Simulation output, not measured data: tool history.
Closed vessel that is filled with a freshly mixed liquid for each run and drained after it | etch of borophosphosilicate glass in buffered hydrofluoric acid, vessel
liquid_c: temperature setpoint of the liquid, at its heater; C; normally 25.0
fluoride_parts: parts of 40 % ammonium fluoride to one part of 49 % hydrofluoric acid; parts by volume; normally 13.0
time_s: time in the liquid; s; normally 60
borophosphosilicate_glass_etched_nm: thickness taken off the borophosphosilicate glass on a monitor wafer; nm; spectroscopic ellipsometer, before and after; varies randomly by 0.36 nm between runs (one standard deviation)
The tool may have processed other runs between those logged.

run    hour  liquid_c  fluoride_parts  time_s  wafers since the last listed run  hours since the thermometer was replaced  hours since the hydrofluoric acid flow meter was replaced  hours since the gauge calibration  read-back film thickness of the borophosphosilicate glass reference wafer, read on the same gauge (nm)  borophosphosilicate_glass_etched_nm
  1     0.0      25.0            13.0      80                                 0                                     987.4                                                     1130.4                              210.5                                                                                                  130.05                                69.90
       30.3  -- hydrofluoric acid flow meter replaced
  2    96.1      25.0            13.0      60                             12395                                    1083.5                                                       65.8                              306.6                                                                                                  130.03                                56.67
  3   300.4      25.0            13.0      60                             26628                                    1287.8                                                      270.1                              510.9                                                                                                  129.99                                57.72
  4   344.7      25.0            13.0      60                              5774                                    1332.1                                                      314.4                              555.2                                                                                                  130.01                                56.70
  5   447.5      25.0            13.0      60                             13399                                    1434.9                                                      417.2                              658.0                                                                                                  129.99                                56.73
  6   636.1      25.0            13.0      60                             24582                                    1623.5                                                      605.8                              846.6                                                                                                  129.96                                55.91
  7   717.8      25.0            13.0      60                             10648                                    1705.2                                                      687.5                              928.3                                                                                                  130.02                                55.98
  8   812.3      25.0            13.0      60                             12317                                    1799.7                                                      782.0                             1022.8                                                                                                  129.96                                55.52
  9   914.2      25.0            13.0      85                             13281                                    1901.6                                                      883.9                             1124.7                                                                                                  130.01                                79.01
 10   987.2      25.0            13.0      85                              9515                                    1974.6                                                      956.9                             1197.7                                                                                                  129.98                                78.33
     1034.2  -- hydrofluoric acid flow meter replaced
 11  1067.3      23.5            17.5      90                             10310                                    2054.7                                                       33.1                             1277.8                                                                                                  129.99                                60.18
 12  1138.2      25.0            13.0      60                              9241                                    2125.6                                                      104.0                             1348.7                                                                                                  130.02                                58.79
 13  1201.8      21.5            13.0      90                              8289                                    2189.2                                                      167.6                             1412.3                                                                                                  129.98                                72.53
     1271.7  -- thermometer replaced
 14  1302.2      25.0            13.0      60                             12956                                      30.5                                                      268.0                             1512.7                                                                                                  130.04                                55.08
 15  1396.7      27.0            13.0      35                             12317                                     125.0                                                      362.5                             1607.2                                                                                                  129.99                                35.22
     1411.2  -- gauge calibrated
 16  1482.9      25.0            13.0      60                             11235                                     211.2                                                      448.7                               71.7                                                                                                  129.99                                55.11
 17  1565.5      20.0            13.0      60                             10766                                     293.8                                                      531.3                              154.3                                                                                                  129.99                                41.46
 18  1634.4      25.0            13.0      60                              8980                                     362.7                                                      600.2                              223.2                                                                                                  129.96                                54.14
 19  1714.0      25.0             8.5      50                             10375                                     442.3                                                      679.8                              302.8                                                                                                  130.01                                64.87
 20  1788.6      28.0            13.0      35                              9723                                     516.9                                                      754.4                              377.4                                                                                                  129.99                                36.88

3 options for the next run, each taken on its own from the tool as it stands now. Forecast them:
  A  1789.3      25.0            13.0      60                                91                                     517.6                                                      755.1                              378.1                                                                                                       ?                                    ?
  B  1789.3      25.0            16.0      45                                91                                     517.6                                                      755.1                              378.1                                                                                                       ?                                    ?
  C  1789.3      28.5            13.0      80                                91                                     517.6                                                      755.1                              378.1                                                                                                       ?                                    ?

run  read-back film thickness of the borophosphosilicate glass reference wafer, read on the same gauge (nm)  borophosphosilicate_glass_etched_nm
  A                                                                                                  129.98                                54.03
  B                                                                                                  129.98                                33.02
  C                                                                                                  129.98                                86.70
The same runs, with their run-to-run variation unchanged, on a tool lacking any hidden condition would have given:
run  borophosphosilicate_glass_etched_nm
  A                                55.58
  B                                33.97
  C                                89.24
